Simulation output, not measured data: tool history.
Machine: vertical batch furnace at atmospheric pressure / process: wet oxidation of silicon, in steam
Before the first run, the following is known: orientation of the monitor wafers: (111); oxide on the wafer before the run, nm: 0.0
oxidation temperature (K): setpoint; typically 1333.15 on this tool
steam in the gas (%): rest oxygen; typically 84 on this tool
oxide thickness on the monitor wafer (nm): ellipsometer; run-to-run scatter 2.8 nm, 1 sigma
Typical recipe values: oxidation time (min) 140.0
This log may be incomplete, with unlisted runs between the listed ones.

run	hour	oxidation temperature (K)	oxidation time (min)	steam in the gas (%)	wafers since the last listed run	hours since the last temperature calibration	hours since the steam generator was serviced	hours since the gauge calibration	read-back reference wafer on the same gauge, thickness	oxide thickness on the monitor wafer (nm)
1	0.0	1333.15	140.0	84	0	3208.1	1362.2	762.3	831.12	949.56
2	183.0	1333.15	140.0	84	2421	3391.1	1545.2	945.3	830.98	949.81
3	246.6	1333.15	140.0	84	841	3454.7	1608.8	1008.9	830.53	949.93
4	303.5	1333.15	158.0	84	752	3511.6	1665.7	1065.8	829.91	1013.28
5	341.9	1333.15	158.0	84	508	3550.0	1704.1	1104.2	831.35	1012.34
6	403.4	1333.15	95.0	92	813	3611.5	1765.6	1165.7	831.33	805.41
# hour 437.3: gauge calibrated
7	464.7	1333.15	95.0	92	811	3672.8	1826.9	27.4	831.08	804.29
8	497.2	1340.15	140.0	87	429	3705.3	1859.4	59.9	831.50	982.72
9	526.4	1340.15	140.0	87	386	3734.5	1888.6	89.1	831.61	984.21
10	586.5	1333.15	140.0	84	795	3794.6	1948.7	149.2	830.89	941.84
11	641.3	1333.15	95.0	72	725	3849.4	2003.5	204.0	831.82	698.25
# hour 707.5: steam generator serviced
12	708.0	1333.15	140.0	84	564	3916.1	0.5	270.7	831.12	977.37
13	736.1	1352.15	98.5	72	371	3944.2	28.6	298.8	831.29	791.54
# hour 768.1: thermocouples replaced and temperature profile calibrated
14	768.6	1333.15	92.0	88	112	0.5	61.1	331.3	831.38	792.51
15	802.5	1333.15	140.0	78	448	34.4	95.0	365.2	831.20	930.49
16	1000.0	1315.15	167.5	74	2612	231.9	292.5	562.7	830.72	933.90
17	1029.9	1333.15	184.5	77	395	261.8	322.4	592.6	831.71	1071.24
18	1074.4	1333.15	84.5	88	588	306.3	366.9	637.1	830.89	751.53

The logged runs with the hidden state left out (each run's random variation unchanged):
Hidden state at play: true tube temperature minus thermocouple reading, K; steam share off its setpoint, % of the setpoint; gauge reads high (%).
run	oxide thickness on the monitor wafer (nm)
1	971.79
2	974.66
3	975.71
4	1041.54
5	1041.16
6	829.48
7	829.09
8	1012.93
9	1014.90
10	972.31
11	721.97
12	977.65
13	792.08
14	793.43
15	932.00
16	938.10
17	1076.40
18	755.73

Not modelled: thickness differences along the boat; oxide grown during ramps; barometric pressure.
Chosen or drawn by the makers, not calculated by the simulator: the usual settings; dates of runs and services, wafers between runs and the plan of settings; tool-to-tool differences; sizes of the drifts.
